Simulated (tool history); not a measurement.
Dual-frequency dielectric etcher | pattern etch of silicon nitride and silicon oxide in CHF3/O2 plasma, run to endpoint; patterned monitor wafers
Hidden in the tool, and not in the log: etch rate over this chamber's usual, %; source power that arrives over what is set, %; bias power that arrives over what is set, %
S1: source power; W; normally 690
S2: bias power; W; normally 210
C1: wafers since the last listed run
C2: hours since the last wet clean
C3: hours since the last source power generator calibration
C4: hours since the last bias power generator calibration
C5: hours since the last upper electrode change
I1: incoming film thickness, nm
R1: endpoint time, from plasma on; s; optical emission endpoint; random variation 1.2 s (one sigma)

| run | hour | S1 | S2 | C1 | C2 | C3 | C4 | C5 | I1 | R1 |
|---|---|---|---|---|---|---|---|---|---|---|
| 1 | 0 | 690 | 210 | 0 | 336.5 | 2521.8 | 1227.8 | 3745.1 | 227.9 | 144.6 |
| 2 | 35.5 | 690 | 210 | 314 | 372 | 2557.3 | 1263.3 | 3780.6 | 224.6 | 142.3 |
| 3 | 70.1 | 690 | 210 | 306 | 406.6 | 2591.9 | 1297.9 | 3815.2 | 227.4 | 141.3 |
| 4 | 96.4 | 560 | 210 | 233 | 432.9 | 2618.2 | 1324.2 | 3841.5 | 228.5 | 158 |
| 5 | 139.8 | 560 | 210 | 384 | 476.3 | 2661.6 | 1367.6 | 3884.9 | 227.6 | 157.1 |
| 6 | 173.3 | 780 | 210 | 297 | 509.8 | 2695.1 | 1401.1 | 3918.4 | 227.2 | 135.9 |
|  | 206.1 | wet clean of the chamber |
| 7 | 206.6 | 780 | 210 | 82 | 0.5 | 2728.4 | 1434.4 | 3951.7 | 228.6 | 141.1 |
| 8 | 223.4 | 780 | 210 | 149 | 17.3 | 2745.2 | 1451.2 | 3968.5 | 227 | 139.9 |
| 9 | 238.5 | 790 | 250 | 133 | 32.4 | 2760.3 | 1466.3 | 3983.6 | 227.7 | 135.7 |
|  | 271.4 | bias power generator calibrated |
| 10 | 307.5 | 790 | 250 | 576 | 101.4 | 2829.3 | 36.1 | 4052.6 | 229.4 | 134.7 |
|  | 318.5 | source power generator calibrated |
| 11 | 320.9 | 690 | 237 | 83 | 114.8 | 2.4 | 49.5 | 4066 | 228 | 144.4 |
| 12 | 348.6 | 560 | 245 | 245 | 142.5 | 30.1 | 77.2 | 4093.7 | 227.5 | 155.8 |
| 13 | 376.2 | 690 | 210 | 244 | 170.1 | 57.7 | 104.8 | 4121.3 | 227.6 | 146.5 |
|  | 407.3 | upper electrode replaced |
| 14 | 407.8 | 690 | 180 | 67 | 201.7 | 89.3 | 136.4 | 0.5 | 229.7 | 152 |
| 15 | 408.1 | 610 | 227 | 2 | 202 | 89.6 | 136.7 | 0.8 | 228.2 | 152.1 |
| 16 | 439.2 | 840 | 229 | 275 | 233.1 | 120.7 | 167.8 | 31.9 | 227.8 | 131.9 |

Predict the results of run 17:
| 17 | 468.2 | 690 | 261 | 257 | 262.1 | 149.7 | 196.8 | 60.9 | 226.3 | ? |

R1: 137.9 s
Had the tool carried no hidden state, the very same run would have given R1 140.6 s.
